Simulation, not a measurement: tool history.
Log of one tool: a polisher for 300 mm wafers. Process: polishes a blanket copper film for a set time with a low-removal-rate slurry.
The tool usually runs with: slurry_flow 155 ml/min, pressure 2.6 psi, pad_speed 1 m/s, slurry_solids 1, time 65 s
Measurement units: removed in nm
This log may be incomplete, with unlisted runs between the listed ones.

run,hour,slurry_flow,pressure,pad_speed,slurry_solids,time,wafers since the last listed run,wafers polished on this pad,hours since the slurry nozzle was cleaned,hours since the head pressure was calibrated,hours since the slurry blender was calibrated,"incoming thickness of the incoming film, nm",removed
1,0,155,2.6,1.12,1,65,0,2903,434.7,261.7,51.7,1034.1,140.7
# hour 81.6: slurry nozzle cleaned
2,88.1,155,3,1,1,65,1092,3996,6.5,349.8,139.8,1045.3,141.9
3,183.4,155,2.6,1,1,65,1195,5192,101.8,445.1,235.1,1052.4,124.1
4,255.6,155,2.6,1,1,65,905,6097,174,517.3,307.3,1054.8,123.5
# hour 276.1: head pressure recalibrated
# hour 325.7: worn pad replaced by a new one
5,360.6,155,2.6,1,1,65,1241,437,279,84.5,412.3,1046.3,140.3
6,438.5,155,2.6,1,1,65,977,1414,356.9,162.4,490.2,1059.1,136.2
# hour 450.9: slurry blender recalibrated
7,498.7,155,2.6,1,1,65,730,2144,417.1,222.6,47.8,1029,131.9
8,578.8,195,2.6,1,1,82,1004,3149,497.2,302.7,127.9,1047.2,169.9
9,620.8,195,2.6,1,1,82,526,3676,539.2,344.7,169.9,1054.1,169.9
# hour 630.6: slurry nozzle cleaned
10,663.7,155,2.6,1,0.85,65,525,4202,33.1,387.6,212.8,1053.2,126
# hour 758.9: worn pad replaced by a new one
11,761.8,155,2.6,1,0.85,65,1180,36,131.2,485.7,310.9,1041.6,132.3
# hour 840.5: head pressure recalibrated
12,865.4,155,2.6,1,1,72,1274,1311,234.8,24.9,414.5,1049.4,157.3
13,971.4,155,2.6,1,1,72,1329,2641,340.8,130.9,520.5,1049,149.7
# hour 984.4: slurry blender recalibrated
14,1075.5,155,2.6,1,1,72,1280,3922,444.9,235,91.1,1039,145
# hour 1115.2: slurry nozzle cleaned
15,1161.2,110,2.6,1.32,1.15,53,1062,4984,46,320.7,176.8,1049.6,122.4
# hour 1249: worn pad replaced by a new one
16,1266.2,155,3,1.3,0.8,75,1267,215,151,425.7,281.8,1064.6,197.7
17,1346.8,115,2.6,1.14,1,65,1011,1226,231.6,506.3,362.4,1042.8,135.1
# hour 1374.4: head pressure recalibrated
18,1450.7,190,2.6,1,0.8,76,1278,2504,335.5,76.3,466.3,1045.2,158.7
# hour 1531.6: slurry blender recalibrated
19,1601.8,200,2.6,1,1,83,1870,4375,486.6,227.4,70.2,1046.5,174.3
20,1642.6,155,2.3,1,1,65,511,4886,527.4,268.2,111,1029,120.1
# hour 1656.6: slurry nozzle cleaned
# hour 1691: worn pad replaced by a new one
21,1699,155,2.6,1,1,65,644,100,42.4,324.6,167.4,1032.2,134.6
22,1758.2,155,3,1.3,0.8,75,742,843,101.6,383.8,226.6,1040.4,202.6
23,1848.2,155,2.6,0.9,1,80,1129,1972,191.6,473.8,316.6,1060.4,148.8
# hour 1882.8: head pressure recalibrated
24,1925.7,155,2.6,1,1,65,947,2919,269.1,42.9,394.1,1065.5,137.1
# hour 1973.5: slurry blender recalibrated
25,2016.8,195,2.6,1,1,65,1117,4037,360.2,134,43.3,1048.4,137.3
26,2068,155,2.6,1,0.7,65,642,4679,411.4,185.2,94.5,1056.4,125.1
27,2167.8,155,2.6,1.34,1,84,1251,5931,511.2,285,194.3,1060.3,209.3
# hour 2190.6: slurry nozzle cleaned
# hour 2191: worn pad replaced by a new one
28,2229.5,125,3,0.82,1.15,65,755,482,38.9,346.7,256,1065.5,126.7
29,2301.4,155,2.6,1,1,65,901,1384,110.8,418.6,327.9,1060.8,132.5
# hour 2334.6: head pressure recalibrated
30,2377.2,155,3.1,1.32,1,65,925,2310,186.6,42.6,403.7,1041.2,197.1

State the hidden condition of the tool at each of the runs:
slurry flow missing at the pad, %: 0 on each run
abrasive missing from the slurry, %: 0 on each run
H1: removal rate lost through wear of the pad, %
H2: deviation of the head's pressure from its setpoint, %
run,H1,H2
1,3.78,-9.29
2,4.87,-10.2
3,6.05,-10.8
4,6.95,-11
5,1.05,-3.29
6,2.02,-5.58
7,2.77,-6.76
8,3.76,-7.8
9,4.28,-8.19
10,4.81,-8.49
11,0.276,-8.96
12,1.56,-1.77
13,2.87,-5.85
14,4.16,-8.03
15,5.23,-9.05
16,0.98,-9.78
17,1.98,-10.1
18,3.27,-3.58
19,5.14,-7.43
20,5.65,-8
21,0.582,-8.61
22,1.32,-9.06
23,2.43,-9.51
24,3.39,-1.06
25,4.52,-4.34
26,5.16,-5.56
27,6.39,-7.09
28,1.02,-7.68
29,1.91,-8.15
30,2.85,-2.68

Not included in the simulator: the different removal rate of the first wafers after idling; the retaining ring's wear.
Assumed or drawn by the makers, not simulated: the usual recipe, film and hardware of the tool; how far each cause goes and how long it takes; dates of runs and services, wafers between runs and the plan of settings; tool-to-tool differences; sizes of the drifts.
